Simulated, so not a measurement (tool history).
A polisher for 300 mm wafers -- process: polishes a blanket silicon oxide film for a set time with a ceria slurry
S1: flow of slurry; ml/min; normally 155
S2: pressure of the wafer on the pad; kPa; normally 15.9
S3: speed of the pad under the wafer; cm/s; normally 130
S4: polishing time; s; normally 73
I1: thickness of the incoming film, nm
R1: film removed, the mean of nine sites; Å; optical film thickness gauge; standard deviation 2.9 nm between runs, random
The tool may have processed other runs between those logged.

run	hour	S1	S2	S3	S4	I1	R1
1	0.0	155	15.9	130	73	1070.3	2853
2	99.3	155	15.9	130	73	1065.5	2752
3	144.3	155	15.9	130	73	1090.1	2781
4	335.4	155	15.9	130	82	1075.6	2885
# hour 540.2: worn pad replaced by a new one
# hour 564.8: slurry nozzle cleaned
5	604.8	155	15.9	140	73	1079.8	2905
6	674.0	155	15.9	140	73	1087.9	2918
# hour 710.4: head pressure recalibrated
7	749.1	155	15.9	130	73	1054.3	2868
8	792.2	155	15.9	130	73	1051.4	2848
9	848.5	155	15.9	130	73	1081.2	2815
10	887.5	155	15.9	130	73	1062.7	2744
11	937.9	155	15.9	130	73	1064.9	2678
12	1038.2	155	15.9	130	73	1080.5	2658
13	1088.3	155	15.9	130	73	1063.7	2583
# hour 1160.0: worn pad replaced by a new one
# hour 1204.3: slurry nozzle cleaned
14	1373.0	155	15.9	130	84	1085.2	3017
15	1427.7	155	15.9	130	84	1059.3	2986
16	1518.8	155	17.9	130	73	1072.6	2870
17	1587.4	155	15.9	96	73	1070.1	1915
# hour 1648.9: head pressure recalibrated
18	1687.5	155	15.9	96	73	1058.0	2009
# hour 1733.0: worn pad replaced by a new one
# hour 1794.5: slurry nozzle cleaned
19	1861.3	180	13.1	168	73	1072.6	3193
20	1943.0	155	15.9	130	73	1073.6	2687
21	2006.0	190	15.9	130	73	1057.2	2727
22	2101.4	125	19.3	170	50	1072.4	2602
23	2191.4	155	15.9	130	73	1059.6	2601
24	2268.9	155	20.0	156	73	1058.4	3701
25	2344.5	155	15.9	130	73	1051.9	2523
# hour 2412.3: worn pad replaced by a new one
26	2448.8	100	18.6	88	65	1077.7	1503
# hour 2471.0: head pressure recalibrated
# hour 2543.6: slurry nozzle cleaned
27	2599.3	130	15.9	104	73	1061.1	2218
28	2693.5	155	15.9	130	73	1061.3	2822
29	2743.6	155	15.9	130	73	1052.3	2780
30	2824.6	185	15.9	130	56	1071.7	2163
31	2873.9	100	14.5	112	83	1074.1	2153
32	2918.1	200	15.9	130	58	1061.3	2245

For run 33, what comes out?
33	3018.7	155	15.9	130	54	1062.9	?

{"run 33": {"R1": 1935}}
With no hidden state in the tool, this same run would have given R1 2192 Å.

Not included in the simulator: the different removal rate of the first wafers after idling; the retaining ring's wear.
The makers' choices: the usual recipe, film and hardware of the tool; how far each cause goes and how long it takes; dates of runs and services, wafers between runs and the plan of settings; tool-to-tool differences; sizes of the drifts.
